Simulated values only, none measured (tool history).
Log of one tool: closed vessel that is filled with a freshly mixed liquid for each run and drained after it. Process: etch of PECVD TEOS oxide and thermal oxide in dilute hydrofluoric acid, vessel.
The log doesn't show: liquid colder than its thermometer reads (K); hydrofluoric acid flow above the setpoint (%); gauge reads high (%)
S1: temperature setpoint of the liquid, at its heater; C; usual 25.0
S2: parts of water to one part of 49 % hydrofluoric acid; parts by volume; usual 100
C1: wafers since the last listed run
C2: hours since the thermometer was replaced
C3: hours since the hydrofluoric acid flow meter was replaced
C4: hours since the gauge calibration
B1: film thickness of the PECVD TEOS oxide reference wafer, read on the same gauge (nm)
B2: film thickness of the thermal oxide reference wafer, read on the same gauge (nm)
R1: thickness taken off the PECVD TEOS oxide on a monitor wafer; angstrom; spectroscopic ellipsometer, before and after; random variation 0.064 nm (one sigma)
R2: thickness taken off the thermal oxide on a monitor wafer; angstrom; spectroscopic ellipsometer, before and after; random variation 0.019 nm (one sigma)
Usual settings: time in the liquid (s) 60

{"run": 1, "hour": 0.0, "S1": 22.0, "S2": 100, "time in the liquid (s)": 35, "C1": 0, "C2": 2025.3, "C3": 511.2, "C4": 1285.0, "B1": 50.0, "B2": 50.02, "R1": 84.3, "R2": 13.75}
{"run": 2, "hour": 36.4, "S1": 22.0, "S2": 100, "time in the liquid (s)": 35, "C1": 5475, "C2": 2061.7, "C3": 547.6, "C4": 1321.4, "B1": 49.97, "B2": 50.043, "R1": 84.5, "R2": 14.01}
{"run": 3, "hour": 98.7, "S1": 25.0, "S2": 135, "time in the liquid (s)": 60, "C1": 9370, "C2": 2124.0, "C3": 609.9, "C4": 1383.7, "B1": 49.97, "B2": 50.004, "R1": 116.7, "R2": 19.12}
{"run": 4, "hour": 172.0, "S1": 25.0, "S2": 75, "time in the liquid (s)": 60, "C1": 11025, "C2": 2197.3, "C3": 683.2, "C4": 1457.0, "B1": 49.98, "B2": 49.988, "R1": 227.5, "R2": 36.92}
{"run": 5, "hour": 221.2, "S1": 25.0, "S2": 75, "time in the liquid (s)": 60, "C1": 7400, "C2": 2246.5, "C3": 732.4, "C4": 1506.2, "B1": 49.97, "B2": 49.96, "R1": 228.1, "R2": 37.24}
{"run": 6, "hour": 248.4, "S1": 25.0, "S2": 100, "time in the liquid (s)": 60, "C1": 4091, "C2": 2273.7, "C3": 759.6, "C4": 1533.4, "B1": 50.01, "B2": 50.047, "R1": 165.6, "R2": 27.3}
{"run": 7, "hour": 284.0, "S1": 25.0, "S2": 100, "time in the liquid (s)": 60, "C1": 5354, "C2": 2309.3, "C3": 795.2, "C4": 1569.0, "B1": 50.02, "B2": 49.973, "R1": 166.8, "R2": 26.72}
{"hour": 329.3, "done": "thermometer replaced"}
{"run": 8, "hour": 331.6, "S1": 25.0, "S2": 75, "time in the liquid (s)": 60, "C1": 7009, "C2": 2.3, "C3": 842.8, "C4": 1616.6, "B1": 50.01, "B2": 50.01, "R1": 228.7, "R2": 37.63}
{"run": 9, "hour": 356.7, "S1": 27.0, "S2": 80, "time in the liquid (s)": 60, "C1": 3775, "C2": 27.4, "C3": 867.9, "C4": 1641.7, "B1": 49.99, "B2": 50.0, "R1": 230.9, "R2": 38.1}
{"run": 10, "hour": 387.4, "S1": 25.0, "S2": 100, "time in the liquid (s)": 60, "C1": 4617, "C2": 58.1, "C3": 898.6, "C4": 1672.4, "B1": 50.02, "B2": 49.993, "R1": 166.7, "R2": 27.33}
{"run": 11, "hour": 444.2, "S1": 29.0, "S2": 55, "time in the liquid (s)": 60, "C1": 8543, "C2": 114.9, "C3": 955.4, "C4": 1729.2, "B1": 49.97, "B2": 49.999, "R1": 379.3, "R2": 61.62}
{"run": 12, "hour": 512.3, "S1": 25.0, "S2": 125, "time in the liquid (s)": 60, "C1": 10243, "C2": 183.0, "C3": 1023.5, "C4": 1797.3, "B1": 50.0, "B2": 50.043, "R1": 130.4, "R2": 21.42}
{"hour": 516.3, "done": "hydrofluoric acid flow meter replaced"}
{"run": 13, "hour": 562.7, "S1": 22.0, "S2": 100, "time in the liquid (s)": 80, "C1": 7430, "C2": 233.4, "C3": 46.4, "C4": 1847.7, "B1": 49.97, "B2": 50.028, "R1": 205.4, "R2": 33.37}
{"run": 14, "hour": 623.1, "S1": 23.5, "S2": 100, "time in the liquid (s)": 75, "C1": 9084, "C2": 293.8, "C3": 106.8, "C4": 1908.1, "B1": 50.02, "B2": 49.988, "R1": 206.0, "R2": 33.54}
{"run": 15, "hour": 688.8, "S1": 25.0, "S2": 100, "time in the liquid (s)": 60, "C1": 9882, "C2": 359.5, "C3": 172.5, "C4": 1973.8, "B1": 50.01, "B2": 49.991, "R1": 174.9, "R2": 28.49}
{"run": 16, "hour": 734.6, "S1": 20.5, "S2": 60, "time in the liquid (s)": 85, "C1": 6888, "C2": 405.3, "C3": 218.3, "C4": 2019.6, "B1": 49.98, "B2": 50.003, "R1": 361.9, "R2": 58.57}
{"run": 17, "hour": 763.3, "S1": 29.0, "S2": 100, "time in the liquid (s)": 85, "C1": 4316, "C2": 434.0, "C3": 247.0, "C4": 2048.3, "B1": 50.01, "B2": 49.986, "R1": 288.6, "R2": 47.46}
{"run": 18, "hour": 791.3, "S1": 29.0, "S2": 145, "time in the liquid (s)": 70, "C1": 4211, "C2": 462.0, "C3": 275.0, "C4": 2076.3, "B1": 50.05, "B2": 49.996, "R1": 155.6, "R2": 25.91}
{"hour": 843.7, "done": "gauge calibrated"}
{"run": 19, "hour": 844.7, "S1": 23.5, "S2": 100, "time in the liquid (s)": 75, "C1": 8032, "C2": 515.4, "C3": 328.4, "C4": 1.0, "B1": 50.0, "B2": 50.001, "R1": 207.6, "R2": 33.81}
{"hour": 907.2, "done": "hydrofluoric acid flow meter replaced, repeated, since the last time left the tool worse"}
{"run": 20, "hour": 912.0, "S1": 25.0, "S2": 80, "time in the liquid (s)": 60, "C1": 9972, "C2": 582.7, "C3": 4.8, "C4": 68.3, "B1": 49.99, "B2": 49.996, "R1": 203.1, "R2": 32.94}
{"run": 21, "hour": 964.4, "S1": 20.0, "S2": 55, "time in the liquid (s)": 60, "C1": 7881, "C2": 635.1, "C3": 57.2, "C4": 120.7, "B1": 49.97, "B2": 49.994, "R1": 250.5, "R2": 40.81}
{"run": 22, "hour": 1017.9, "S1": 25.0, "S2": 100, "time in the liquid (s)": 60, "C1": 8047, "C2": 688.6, "C3": 110.7, "C4": 174.2, "B1": 50.01, "B2": 49.986, "R1": 159.9, "R2": 26.09}
{"run": 23, "hour": 1079.8, "S1": 29.0, "S2": 100, "time in the liquid (s)": 80, "C1": 9310, "C2": 750.5, "C3": 172.6, "C4": 236.1, "B1": 49.99, "B2": 50.026, "R1": 249.3, "R2": 40.78}
{"run": 24, "hour": 1124.0, "S1": 20.0, "S2": 100, "time in the liquid (s)": 30, "C1": 6648, "C2": 794.7, "C3": 216.8, "C4": 280.3, "B1": 50.0, "B2": 50.0, "R1": 66.0, "R2": 10.74}
{"run": 25, "hour": 1181.9, "S1": 25.0, "S2": 135, "time in the liquid (s)": 90, "C1": 8708, "C2": 852.6, "C3": 274.7, "C4": 338.2, "B1": 50.03, "B2": 50.015, "R1": 171.7, "R2": 28.02}

Some steps in R1 between neighbouring runs. How much of each would the tool show without its hidden state too (settings, what came in, random variation), and how much is left for the hidden state, with any gauge scatter that isn't in both results?
Run 10 -> 11: S1 25.0 -> 29.0, S2 100 -> 55. R1 +212.6 angstrom: hidden state +10.7, all else +201.9.
Run 11 -> 12: S1 29.0 -> 25.0, S2 55 -> 125. R1 -248.9 angstrom: hidden state -11.6, all else -237.3.
Run 15 -> 16: S1 25.0 -> 20.5, S2 100 -> 60, time in the liquid (s) 60 -> 85. R1 +187.0 angstrom: hidden state +16.5, all else +170.5.
Run 19 -> 20: S1 23.5 -> 25.0, S2 100 -> 80, time in the liquid (s) 75 -> 60, hydrofluoric acid flow meter replaced, repeated, since the last time left the tool worse. R1 -4.5 angstrom: hidden state -20.5, all else +16.0.
